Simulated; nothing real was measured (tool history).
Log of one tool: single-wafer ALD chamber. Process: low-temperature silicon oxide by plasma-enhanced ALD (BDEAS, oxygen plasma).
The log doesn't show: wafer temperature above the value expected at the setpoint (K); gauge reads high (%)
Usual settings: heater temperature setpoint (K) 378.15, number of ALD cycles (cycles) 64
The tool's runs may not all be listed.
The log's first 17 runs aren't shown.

run	hour	heater temperature setpoint (K)	number of ALD cycles (cycles)	wafers since the last listed run	hours since the last thermocouple change	hours since the gauge calibration	read-back reference wafer on the same gauge, thickness_nm	mean film thickness on the monitor wafer (Å)
18	210.3	386.15	64	53	2756.1	57.2	8.302	87.93
# hour 228.2: thermocouple changed; heater temperature recalibrated
19	228.7	367.15	58	36	0.5	75.6	8.307	82.39
20	230.5	388.15	56	6	2.3	77.4	8.305	76.33
21	242.7	378.15	64	42	14.5	89.6	8.311	89.6
22	258.9	389.15	52	57	30.7	105.8	8.305	70.83
23	267.2	383.15	76	29	39	114.1	8.307	104.68
24	274.1	378.15	64	24	45.9	121	8.308	88.97
25	290	369.15	70	55	61.8	136.9	8.305	99.47
26	298	378.15	64	28	69.8	144.9	8.309	88.85
27	304.4	387.15	72	22	76.2	151.3	8.301	99.04
28	316.7	378.15	64	43	88.5	163.6	8.316	89.45
29	328.1	378.15	64	40	99.9	175	8.31	89.24
30	335.5	387.15	55	26	107.3	182.4	8.316	75.49
31	347.4	365.15	72	41	119.2	194.3	8.307	103.11
32	358.3	378.15	57	38	130.1	205.2	8.31	79.34

4 ways to go on from here, each from the tool as it stands after run 32. What would each give?
A	358.8	378.15	70	1	130.6	205.7	?	?
B	358.8	390.15	53	1	130.6	205.7	?	?
C	358.8	389.15	76	1	130.6	205.7	?	?
D	358.8	385.15	64	1	130.6	205.7	?	?

run	read-back reference wafer on the same gauge, thickness_nm	mean film thickness on the monitor wafer (Å)
A	8.296	97.07
B	8.296	72.08
C	8.296	103.53
D	8.296	87.75
Without the tool's hidden state the same runs would have given:
run	mean film thickness on the monitor wafer (Å)
A	97.07
B	72.08
C	103.53
D	87.75

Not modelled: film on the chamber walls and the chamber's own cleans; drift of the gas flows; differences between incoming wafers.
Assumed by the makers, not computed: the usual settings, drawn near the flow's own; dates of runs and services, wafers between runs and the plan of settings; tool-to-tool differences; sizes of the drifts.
